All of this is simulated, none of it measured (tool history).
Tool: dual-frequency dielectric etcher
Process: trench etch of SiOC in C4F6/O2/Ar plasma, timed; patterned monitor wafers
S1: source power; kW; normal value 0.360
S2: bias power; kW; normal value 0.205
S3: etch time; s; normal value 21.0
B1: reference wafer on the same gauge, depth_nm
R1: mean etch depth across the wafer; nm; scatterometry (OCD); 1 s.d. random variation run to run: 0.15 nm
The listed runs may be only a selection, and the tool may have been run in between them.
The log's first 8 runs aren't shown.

run,hour,S1,S2,S3,B1,R1
9,185.0,0.360,0.205,19.0,39.43,38.78
10,212.5,0.390,0.205,25.0,39.36,52.33
11,247.1,0.360,0.181,17.5,39.40,34.35
12,260.2,0.400,0.205,16.5,39.39,34.89
13,277.9,0.330,0.178,23.5,39.40,44.03
# hour 279.3: gauge calibrated
14,311.7,0.330,0.162,24.5,39.38,44.41
15,339.0,0.400,0.205,16.5,39.43,34.81
16,355.5,0.420,0.205,21.0,39.42,45.29
17,384.1,0.360,0.164,18.0,39.39,34.08
18,411.0,0.360,0.205,23.5,39.41,47.23
19,440.7,0.360,0.205,21.0,39.38,42.23
20,463.2,0.360,0.205,21.0,39.44,41.93
21,489.2,0.390,0.161,14.5,39.37,28.11
22,519.3,0.360,0.205,21.0,39.42,41.55
# hour 558.5: wet clean of the chamber
23,621.5,0.390,0.205,23.5,39.37,49.90
24,652.9,0.430,0.205,18.0,39.38,39.66
25,692.4,0.290,0.205,16.5,39.36,30.54
26,723.3,0.400,0.242,23.5,39.39,52.32
27,753.1,0.360,0.205,21.0,39.39,42.47
28,785.2,0.360,0.205,21.0,39.39,42.37
29,799.4,0.390,0.205,21.0,39.35,43.92
30,881.9,0.310,0.174,23.5,39.40,42.22
31,899.2,0.360,0.205,21.0,39.39,42.29

What if the next run were any one of these 3? Each begins from the tool's condition after run 31:
A,899.6,0.360,0.221,21.0,?,?
B,899.6,0.440,0.205,21.0,?,?
C,899.6,0.360,0.237,18.0,?,?

run,B1,R1
A,39.40,43.01
B,39.40,45.81
C,39.40,37.63
The same runs, with their run-to-run variation unchanged, on a tool lacking any hidden condition would have given:
run,R1
A,43.99
B,46.85
C,38.48
